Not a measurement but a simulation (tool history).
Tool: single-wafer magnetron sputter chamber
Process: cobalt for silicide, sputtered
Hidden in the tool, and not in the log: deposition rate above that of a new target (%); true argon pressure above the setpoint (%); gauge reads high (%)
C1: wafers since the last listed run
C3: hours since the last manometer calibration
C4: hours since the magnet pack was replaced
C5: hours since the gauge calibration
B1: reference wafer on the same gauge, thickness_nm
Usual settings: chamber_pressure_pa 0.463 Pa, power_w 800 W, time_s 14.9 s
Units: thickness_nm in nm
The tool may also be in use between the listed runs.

Run 1, hour 0.0: usual settings; C1 0; wafers on the sputter target 14261; C3 418.0; C4 7103.0; C5 3210.5; B1 5.464. Result: thickness_nm 5.715 nm.
Run 2, hour 106.9: usual settings; C1 4831; wafers on the sputter target 19092; C3 524.9; C4 7209.9; C5 3317.4; B1 5.437. Result: thickness_nm 5.661 nm.
Run 3, hour 164.4: usual settings; C1 2598; wafers on the sputter target 21691; C3 582.4; C4 7267.4; C5 3374.9; B1 5.441. Result: thickness_nm 5.697 nm.
Run 4, hour 255.2: usual settings but power_w 850 W, time_s 13.5 s; C1 4103; wafers on the sputter target 25794; C3 673.2; C4 7358.2; C5 3465.7; B1 5.446. Result: thickness_nm 5.478 nm.
Run 5, hour 294.1: usual settings but power_w 900 W; C1 1758; wafers on the sputter target 27552; C3 712.1; C4 7397.1; C5 3504.6; B1 5.453. Result: thickness_nm 6.395 nm.
Run 6, hour 386.8: usual settings but power_w 900 W; C1 4189; wafers on the sputter target 31742; C3 804.8; C4 7489.8; C5 3597.3; B1 5.459. Result: thickness_nm 6.422 nm.
At hour 412.4: sputter target and shields replaced.
Run 7, hour 471.8: usual settings but power_w 900 W; C1 3479; wafers on the sputter target 2684; C3 889.8; C4 7574.8; C5 3682.3; B1 5.456. Result: thickness_nm 6.442 nm.
Run 8, hour 525.0: usual settings but chamber_pressure_pa 0.523 Pa, power_w 950 W; C1 2404; wafers on the sputter target 5088; C3 943.0; C4 7628.0; C5 3735.5; B1 5.454. Result: thickness_nm 6.659 nm.
Run 9, hour 811.8: usual settings but chamber_pressure_pa 0.523 Pa, power_w 950 W; C1 12961; wafers on the sputter target 18050; C3 1229.8; C4 7914.8; C5 4022.3; B1 5.455. Result: thickness_nm 6.704 nm.
Run 10, hour 898.8: usual settings; C1 3931; wafers on the sputter target 21982; C3 1316.8; C4 8001.8; C5 4109.3; B1 5.441. Result: thickness_nm 5.801 nm.
At hour 908.0: gauge calibrated.
Run 11, hour 963.6: usual settings; C1 2928; wafers on the sputter target 24911; C3 1381.6; C4 8066.6; C5 55.6; B1 5.454. Result: thickness_nm 5.799 nm.
At hour 978.7: magnet pack replaced.
Run 12, hour 1006.5: usual settings; C1 1577; wafers on the sputter target 26488; C3 1424.5; C4 27.8; C5 98.5; B1 5.446. Result: thickness_nm 5.801 nm.
At hour 1045.5: sputter target and shields replaced.
Run 13, hour 1100.0: usual settings; C1 3864; wafers on the sputter target 2461; C3 1518.0; C4 121.3; C5 192.0; B1 5.453. Result: thickness_nm 5.776 nm.
Run 14, hour 1207.7: usual settings but chamber_pressure_pa 0.387 Pa; C1 4867; wafers on the sputter target 7328; C3 1625.7; C4 229.0; C5 299.7; B1 5.435. Result: thickness_nm 5.886 nm.
At hour 1256.8: capacitance manometer re-zeroed and calibrated.
Run 15, hour 1269.8: usual settings; C1 2445; wafers on the sputter target 9773; C3 13.0; C4 291.1; C5 361.8; B1 5.454. Result: thickness_nm 5.718 nm.
Run 16, hour 1332.6: usual settings; C1 2838; wafers on the sputter target 12611; C3 75.8; C4 353.9; C5 424.6; B1 5.446. Result: thickness_nm 5.660 nm.
Run 17, hour 1430.4: usual settings; C1 4420; wafers on the sputter target 17031; C3 173.6; C4 451.7; C5 522.4; B1 5.456. Result: thickness_nm 5.656 nm.
Run 18, hour 1488.4: usual settings but chamber_pressure_pa 0.399 Pa, power_w 900 W; C1 2621; wafers on the sputter target 19653; C3 231.6; C4 509.7; C5 580.4; B1 5.448. Result: thickness_nm 6.516 nm.
Run 19, hour 1560.8: usual settings but chamber_pressure_pa 0.567 Pa; C1 3272; wafers on the sputter target 22925; C3 304.0; C4 582.1; C5 652.8; B1 5.455. Result: thickness_nm 5.570 nm.
Run 20, hour 1623.2: usual settings but chamber_pressure_pa 0.513 Pa, time_s 16.3 s; C1 2820; wafers on the sputter target 25745; C3 366.4; C4 644.5; C5 715.2; B1 5.448. Result: thickness_nm 6.153 nm.
At hour 1716.7: sputter target and shields replaced.
Run 21, hour 1728.6: usual settings but power_w 900 W, time_s 16.3 s; C1 4401; wafers on the sputter target 535; C3 471.8; C4 749.9; C5 820.6; B1 5.451. Result: thickness_nm 7.021 nm.
Run 22, hour 1804.2: usual settings; C1 3416; wafers on the sputter target 3952; C3 547.4; C4 825.5; C5 896.2; B1 5.447. Result: thickness_nm 5.752 nm.
Run 23, hour 1843.5: usual settings but chamber_pressure_pa 0.322 Pa, power_w 950 W, time_s 12.7 s; C1 1776; wafers on the sputter target 5728; C3 586.7; C4 864.8; C5 935.5; B1 5.451. Result: thickness_nm 5.986 nm.
Run 24, hour 2048.2: usual settings but chamber_pressure_pa 0.534 Pa, power_w 600 W, time_s 17.8 s; C1 9251; wafers on the sputter target 14980; C3 791.4; C4 1069.5; C5 1140.2; B1 5.453. Result: thickness_nm 4.994 nm.
Run 25, hour 2094.1: usual settings but chamber_pressure_pa 0.540 Pa, time_s 16.6 s; C1 2074; wafers on the sputter target 17054; C3 837.3; C4 1115.4; C5 1186.1; B1 5.445. Result: thickness_nm 6.278 nm.
Run 26, hour 2164.0: usual settings but power_w 700 W, time_s 12.6 s; C1 3159; wafers on the sputter target 20213; C3 907.2; C4 1185.3; C5 1256.0; B1 5.458. Result: thickness_nm 4.259 nm.
Run 27, hour 2248.6: usual settings but chamber_pressure_pa 0.513 Pa; C1 3823; wafers on the sputter target 24037; C3 991.8; C4 1269.9; C5 1340.6; B1 5.458. Result: thickness_nm 5.666 nm.
At hour 2277.6: sputter target and shields replaced.
Run 28, hour 2338.3: usual settings; C1 3692; wafers on the sputter target 2743; C3 1081.5; C4 1359.6; C5 1430.3; B1 5.445. Result: thickness_nm 5.737 nm.
Run 29, hour 2439.7: usual settings but chamber_pressure_pa 0.548 Pa, time_s 14.1 s; C1 4582; wafers on the sputter target 7325; C3 1182.9; C4 1461.0; C5 1531.7; B1 5.446. Result: thickness_nm 5.361 nm.
Run 30, hour 2490.1: usual settings but chamber_pressure_pa 0.321 Pa, power_w 950 W, time_s 12.2 s; C1 2277; wafers on the sputter target 9603; C3 1233.3; C4 1511.4; C5 1582.1; B1 5.458. Result: thickness_nm 5.761 nm.
Run 31, hour 2571.1: usual settings but chamber_pressure_pa 0.609 Pa, power_w 850 W, time_s 13.7 s; C1 3660; wafers on the sputter target 13264; C3 1314.3; C4 1592.4; C5 1663.1; B1 5.449. Result: thickness_nm 5.442 nm.
Run 32, hour 2651.7: usual settings but power_w 600 W; C1 3642; wafers on the sputter target 16907; C3 1394.9; C4 1673.0; C5 1743.7; B1 5.458. Result: thickness_nm 4.326 nm.
Run 33, hour 2742.2: usual settings; C1 4090; wafers on the sputter target 20997; C3 1485.4; C4 1763.5; C5 1834.2; B1 5.450. Result: thickness_nm 5.770 nm.
At hour 2756.4: capacitance manometer re-zeroed and calibrated.
Run 34, hour 2844.3: usual settings but chamber_pressure_pa 0.322 Pa, power_w 950 W, time_s 12.7 s; C1 4252; wafers on the sputter target 25249; C3 87.9; C4 1865.6; C5 1936.3; B1 5.457. Result: thickness_nm 5.963 nm.
Run 35, hour 2923.7: usual settings but chamber_pressure_pa 0.386 Pa; C1 3588; wafers on the sputter target 28838; C3 167.3; C4 1945.0; C5 2015.7; B1 5.450. Result: thickness_nm 5.789 nm.

Measured less the same run without the tool's hidden state. The same run-to-run variation is in both; the gauge's scatter may not be:
run  thickness_nm
  1        +0.018
  2        +0.022
  3        +0.025
  4        +0.030
  5        +0.037
  6        +0.044
  7        +0.051
  8        +0.064
  9        +0.100
 10        +0.089
 11        +0.096
 12        +0.102
 13        +0.114
 14        +0.115
 15        +0.023
 16        +0.023
 17        +0.024
 18        +0.025
 19        +0.031
 20        +0.034
 21        +0.040
 22        +0.036
 23        +0.030
 24        +0.049
 25        +0.067
 26        +0.044
 27        +0.072
 28        +0.075
 29        +0.092
 30        +0.068
 31        +0.118
 32        +0.083
 33        +0.122
 34        +0.001
 35        +0.001

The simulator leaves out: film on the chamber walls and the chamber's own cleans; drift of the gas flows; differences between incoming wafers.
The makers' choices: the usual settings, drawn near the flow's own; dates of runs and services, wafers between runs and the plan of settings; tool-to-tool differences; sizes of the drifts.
